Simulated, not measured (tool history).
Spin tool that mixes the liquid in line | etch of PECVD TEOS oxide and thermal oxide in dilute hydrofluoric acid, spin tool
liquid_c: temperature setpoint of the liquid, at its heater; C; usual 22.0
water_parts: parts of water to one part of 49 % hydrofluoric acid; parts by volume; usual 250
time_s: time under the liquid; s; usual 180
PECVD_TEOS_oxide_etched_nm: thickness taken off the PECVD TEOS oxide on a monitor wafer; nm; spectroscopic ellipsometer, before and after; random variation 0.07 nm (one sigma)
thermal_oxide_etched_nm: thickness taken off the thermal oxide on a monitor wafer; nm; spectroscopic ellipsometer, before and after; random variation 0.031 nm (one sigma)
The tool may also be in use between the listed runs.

run	hour	liquid_c	water_parts	time_s	wafers since the last listed run	hours since the thermometer was replaced	hours since the hydrofluoric acid flow meter was replaced	hours since the gauge calibration	read-back film thickness of the PECVD TEOS oxide reference wafer, read on the same gauge (nm)	read-back film thickness of the thermal oxide reference wafer, read on the same gauge (nm)	PECVD_TEOS_oxide_etched_nm	thermal_oxide_etched_nm
1	0.0	22.0	250	180	0	2162.4	646.1	503.3	110.00	90.005	14.40	2.716
2	86.2	22.0	250	180	711	2248.6	732.3	589.5	110.00	90.013	14.43	2.769
3	141.2	24.5	250	180	454	2303.6	787.3	644.5	110.00	90.013	15.67	3.026
4	206.0	24.5	250	180	535	2368.4	852.1	709.3	109.97	89.982	15.74	3.048
5	275.4	22.0	250	105	573	2437.8	921.5	778.7	110.01	89.968	8.40	1.608
6	362.2	22.0	250	105	716	2524.6	1008.3	865.5	109.98	89.985	8.40	1.645
# hour 416.1: thermometer replaced
7	438.3	22.0	195	260	620	22.2	1084.4	941.6	110.00	90.032	28.47	5.548
8	534.2	22.0	250	180	791	118.1	1180.3	1037.5	110.01	89.992	14.45	2.734
9	622.2	22.0	250	180	726	206.1	1268.3	1125.5	110.00	90.030	14.68	2.770
10	711.4	27.0	250	180	736	295.3	1357.5	1214.7	109.98	90.007	17.50	3.420
# hour 788.3: gauge calibrated
11	809.8	24.0	250	180	812	393.7	1455.9	21.5	110.00	90.012	15.87	3.043
12	888.7	22.0	250	180	651	472.6	1534.8	100.4	110.00	90.023	14.79	2.845
13	993.6	23.5	345	110	866	577.5	1639.7	205.3	109.98	89.999	6.32	1.209
14	1038.8	22.0	130	95	373	622.7	1684.9	250.5	110.01	90.009	16.91	3.237
15	1132.1	22.0	365	180	770	716.0	1778.2	343.8	110.03	90.007	9.24	1.780
16	1194.2	18.0	155	285	512	778.1	1840.3	405.9	109.99	89.996	35.41	6.822
# hour 1251.1: hydrofluoric acid flow meter replaced
17	1258.1	22.0	250	180	519	842.0	7.0	469.8	109.99	90.021	14.05	2.725
18	1361.9	25.5	285	180	857	945.8	110.8	573.6	110.01	89.992	13.61	2.631
19	1399.2	22.0	155	230	308	983.1	148.1	610.9	110.01	90.000	32.25	6.215
20	1498.1	22.0	250	180	816	1082.0	247.0	709.8	110.00	90.005	14.15	2.724
21	1599.3	17.5	310	145	835	1183.2	348.2	811.0	109.98	89.996	7.43	1.422
22	1654.6	22.0	250	180	456	1238.5	403.5	866.3	109.97	90.010	14.22	2.735
23	1731.0	17.0	205	180	630	1314.9	479.9	942.7	109.97	89.994	15.00	2.879
24	1773.7	22.0	315	290	352	1357.6	522.6	985.4	109.98	90.016	17.25	3.341
25	1831.8	18.0	295	90	479	1415.7	580.7	1043.5	110.04	89.994	5.04	0.970

Forecast each of these 5 alternatives for the next run:
A	1832.3	20.0	250	180	4	1416.2	581.2	1044.0	?	?	?	?
B	1832.3	24.5	325	180	4	1416.2	581.2	1044.0	?	?	?	?
C	1832.3	18.5	185	180	4	1416.2	581.2	1044.0	?	?	?	?
D	1832.3	25.5	190	180	4	1416.2	581.2	1044.0	?	?	?	?
E	1832.3	17.0	250	180	4	1416.2	581.2	1044.0	?	?	?	?

run	read-back film thickness of the PECVD TEOS oxide reference wafer, read on the same gauge (nm)	read-back film thickness of the thermal oxide reference wafer, read on the same gauge (nm)	PECVD_TEOS_oxide_etched_nm	thermal_oxide_etched_nm
A	110.04	90.004	13.41	2.529
B	110.04	90.004	11.31	2.132
C	110.04	90.004	18.17	3.427
D	110.04	90.004	23.00	4.337
E	110.04	90.004	11.96	2.255
Without the tool's hidden state the same runs would have given:
run	PECVD_TEOS_oxide_etched_nm	thermal_oxide_etched_nm
A	13.06	2.463
B	10.99	2.073
C	17.72	3.341
D	22.40	4.224
E	11.65	2.196
